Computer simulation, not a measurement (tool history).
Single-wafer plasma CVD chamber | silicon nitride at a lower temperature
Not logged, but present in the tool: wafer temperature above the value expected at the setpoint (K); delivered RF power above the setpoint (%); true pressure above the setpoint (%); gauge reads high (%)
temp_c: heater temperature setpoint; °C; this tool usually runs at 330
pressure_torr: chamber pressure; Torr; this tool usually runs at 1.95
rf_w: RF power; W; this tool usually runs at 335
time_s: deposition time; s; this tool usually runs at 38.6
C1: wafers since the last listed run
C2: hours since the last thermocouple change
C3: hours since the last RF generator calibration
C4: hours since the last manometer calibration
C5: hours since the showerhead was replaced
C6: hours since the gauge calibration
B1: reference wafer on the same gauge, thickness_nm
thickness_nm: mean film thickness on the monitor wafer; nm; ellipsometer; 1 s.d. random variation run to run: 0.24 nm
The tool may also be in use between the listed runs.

{"run": 1, "day": 0.0, "temp_c": 330, "pressure_torr": 1.95, "rf_w": 335, "time_s": 38.6, "C1": 0, "C2": 1091.1, "C3": 2180.4, "C4": 1065.2, "C5": 2483.7, "C6": 516.5, "B1": 44.454, "thickness_nm": 53.189}
{"run": 2, "day": 1.896, "temp_c": 330, "pressure_torr": 1.95, "rf_w": 335, "time_s": 38.6, "C1": 1035, "C2": 1136.6, "C3": 2225.9, "C4": 1110.7, "C5": 2529.2, "C6": 562, "B1": 44.534, "thickness_nm": 52.61}
{"run": 3, "day": 4.138, "temp_c": 340, "pressure_torr": 1.95, "rf_w": 335, "time_s": 38.6, "C1": 1224, "C2": 1190.4, "C3": 2279.7, "C4": 1164.5, "C5": 2583, "C6": 615.8, "B1": 44.494, "thickness_nm": 52.116}
{"run": 4, "day": 6.458, "temp_c": 330, "pressure_torr": 1.95, "rf_w": 335, "time_s": 38.6, "C1": 1268, "C2": 1246.1, "C3": 2335.4, "C4": 1220.2, "C5": 2638.7, "C6": 671.5, "B1": 44.515, "thickness_nm": 52.61}
{"run": 5, "day": 8.2, "temp_c": 324, "pressure_torr": 1.95, "rf_w": 335, "time_s": 38.6, "C1": 951, "C2": 1287.9, "C3": 2377.2, "C4": 1262, "C5": 2680.5, "C6": 713.3, "B1": 44.487, "thickness_nm": 52.867}
{"run": 6, "day": 9.779, "temp_c": 324, "pressure_torr": 1.95, "rf_w": 335, "time_s": 38.6, "C1": 862, "C2": 1325.8, "C3": 2415.1, "C4": 1299.9, "C5": 2718.4, "C6": 751.2, "B1": 44.451, "thickness_nm": 52.771}
{"run": 7, "day": 11.504, "temp_c": 324, "pressure_torr": 1.95, "rf_w": 335, "time_s": 38.6, "C1": 942, "C2": 1367.2, "C3": 2456.5, "C4": 1341.3, "C5": 2759.8, "C6": 792.6, "B1": 44.52, "thickness_nm": 52.719}
{"run": 8, "day": 12.658, "temp_c": 330, "pressure_torr": 2.16, "rf_w": 335, "time_s": 38.6, "C1": 630, "C2": 1394.9, "C3": 2484.2, "C4": 1369, "C5": 2787.5, "C6": 820.3, "B1": 44.497, "thickness_nm": 53.781}
{"day": 14.625, "done": "RF generator calibrated"}
{"day": 15.583, "done": "thermocouple changed; heater temperature recalibrated"}
{"run": 9, "day": 15.604, "temp_c": 330, "pressure_torr": 2.16, "rf_w": 335, "time_s": 38.6, "C1": 1245, "C2": 0.5, "C3": 23.5, "C4": 1439.7, "C5": 2858.2, "C6": 891, "B1": 44.489, "thickness_nm": 56.209}
{"run": 10, "day": 17.2, "temp_c": 330, "pressure_torr": 2.16, "rf_w": 335, "time_s": 38.6, "C1": 871, "C2": 38.8, "C3": 61.8, "C4": 1478, "C5": 2896.5, "C6": 929.3, "B1": 44.5, "thickness_nm": 56.296}
{"run": 11, "day": 19.25, "temp_c": 330, "pressure_torr": 1.95, "rf_w": 305, "time_s": 38.6, "C1": 1120, "C2": 88, "C3": 111, "C4": 1527.2, "C5": 2945.7, "C6": 978.5, "B1": 44.485, "thickness_nm": 51.972}
{"run": 12, "day": 20.404, "temp_c": 330, "pressure_torr": 1.95, "rf_w": 305, "time_s": 38.6, "C1": 630, "C2": 115.7, "C3": 138.7, "C4": 1554.9, "C5": 2973.4, "C6": 1006.2, "B1": 44.511, "thickness_nm": 52.091}
{"day": 21.258, "done": "gauge calibrated"}
{"run": 13, "day": 22.671, "temp_c": 330, "pressure_torr": 1.95, "rf_w": 305, "time_s": 38.6, "C1": 1238, "C2": 170.1, "C3": 193.1, "C4": 1609.3, "C5": 3027.8, "C6": 33.9, "B1": 44.499, "thickness_nm": 51.755}
{"run": 14, "day": 25.254, "temp_c": 321, "pressure_torr": 1.46, "rf_w": 280, "time_s": 38.6, "C1": 1411, "C2": 232.1, "C3": 255.1, "C4": 1671.3, "C5": 3089.8, "C6": 95.9, "B1": 44.501, "thickness_nm": 46.057}
{"run": 15, "day": 27.096, "temp_c": 344, "pressure_torr": 1.95, "rf_w": 335, "time_s": 38.6, "C1": 1006, "C2": 276.3, "C3": 299.3, "C4": 1715.5, "C5": 3134, "C6": 140.1, "B1": 44.548, "thickness_nm": 54.675}
{"run": 16, "day": 28.833, "temp_c": 322, "pressure_torr": 1.95, "rf_w": 275, "time_s": 44.1, "C1": 949, "C2": 318, "C3": 341, "C4": 1757.2, "C5": 3175.7, "C6": 181.8, "B1": 44.486, "thickness_nm": 55.595}
{"day": 29.862, "done": "showerhead replaced"}
{"run": 17, "day": 30.454, "temp_c": 330, "pressure_torr": 1.95, "rf_w": 370, "time_s": 38.6, "C1": 703, "C2": 356.9, "C3": 379.9, "C4": 1796.1, "C5": 14.2, "C6": 220.7, "B1": 44.546, "thickness_nm": 58.537}
{"run": 18, "day": 32.596, "temp_c": 330, "pressure_torr": 1.69, "rf_w": 360, "time_s": 32.6, "C1": 1170, "C2": 408.3, "C3": 431.3, "C4": 1847.5, "C5": 65.6, "C6": 272.1, "B1": 44.515, "thickness_nm": 47.147}
{"day": 33.529, "done": "capacitance manometer re-zeroed and calibrated"}
{"run": 19, "day": 34.396, "temp_c": 341, "pressure_torr": 1.79, "rf_w": 365, "time_s": 42.5, "C1": 801, "C2": 451.5, "C3": 474.5, "C4": 20.8, "C5": 108.8, "C6": 315.3, "B1": 44.481, "thickness_nm": 62.039}
{"run": 20, "day": 35.825, "temp_c": 330, "pressure_torr": 1.95, "rf_w": 305, "time_s": 38.6, "C1": 780, "C2": 485.8, "C3": 508.8, "C4": 55.1, "C5": 143.1, "C6": 349.6, "B1": 44.479, "thickness_nm": 51.602}
{"run": 21, "day": 37.954, "temp_c": 315, "pressure_torr": 2.32, "rf_w": 370, "time_s": 45.9, "C1": 1163, "C2": 536.9, "C3": 559.9, "C4": 106.2, "C5": 194.2, "C6": 400.7, "B1": 44.523, "thickness_nm": 72.551}
{"run": 22, "day": 39.538, "temp_c": 341, "pressure_torr": 2.3, "rf_w": 335, "time_s": 38.6, "C1": 865, "C2": 574.9, "C3": 597.9, "C4": 144.2, "C5": 232.2, "C6": 438.7, "B1": 44.498, "thickness_nm": 56.505}
{"run": 23, "day": 40.704, "temp_c": 330, "pressure_torr": 1.72, "rf_w": 335, "time_s": 38.6, "C1": 637, "C2": 602.9, "C3": 625.9, "C4": 172.2, "C5": 260.2, "C6": 466.7, "B1": 44.515, "thickness_nm": 53.254}
{"run": 24, "day": 41.854, "temp_c": 330, "pressure_torr": 1.95, "rf_w": 400, "time_s": 33.3, "C1": 628, "C2": 630.5, "C3": 653.5, "C4": 199.8, "C5": 287.8, "C6": 494.3, "B1": 44.476, "thickness_nm": 52.628}
{"run": 25, "day": 44.192, "temp_c": 330, "pressure_torr": 2.09, "rf_w": 335, "time_s": 42.6, "C1": 1277, "C2": 686.6, "C3": 709.6, "C4": 255.9, "C5": 343.9, "C6": 550.4, "B1": 44.523, "thickness_nm": 61.027}
{"run": 26, "day": 45.475, "temp_c": 324, "pressure_torr": 1.95, "rf_w": 335, "time_s": 38.6, "C1": 701, "C2": 717.4, "C3": 740.4, "C4": 286.7, "C5": 374.7, "C6": 581.2, "B1": 44.509, "thickness_nm": 54.706}
{"run": 27, "day": 47.838, "temp_c": 341, "pressure_torr": 2.23, "rf_w": 335, "time_s": 34.7, "C1": 1290, "C2": 774.1, "C3": 797.1, "C4": 343.4, "C5": 431.4, "C6": 637.9, "B1": 44.48, "thickness_nm": 50.719}

Measured minus without-hidden-state, run by run (identical run-to-run variation in each term; gauge scatter may differ):
run=1 thickness_nm=-2.816
run=2 thickness_nm=-2.846
run=3 thickness_nm=-2.889
run=4 thickness_nm=-2.989
run=5 thickness_nm=-3.059
run=6 thickness_nm=-3.105
run=7 thickness_nm=-3.157
run=8 thickness_nm=-3.258
run=9 thickness_nm=-0.159
run=10 thickness_nm=-0.205
run=11 thickness_nm=-0.253
run=12 thickness_nm=-0.286
run=13 thickness_nm=-0.346
run=14 thickness_nm=-0.382
run=15 thickness_nm=-0.476
run=16 thickness_nm=-0.571
run=17 thickness_nm=-0.611
run=18 thickness_nm=-0.544
run=19 thickness_nm=-0.774
run=20 thickness_nm=-0.711
run=21 thickness_nm=-1.04
run=22 thickness_nm=-0.87
run=23 thickness_nm=-0.853
run=24 thickness_nm=-0.822
run=25 thickness_nm=-1.094
run=26 thickness_nm=-1.019
run=27 thickness_nm=-1.011
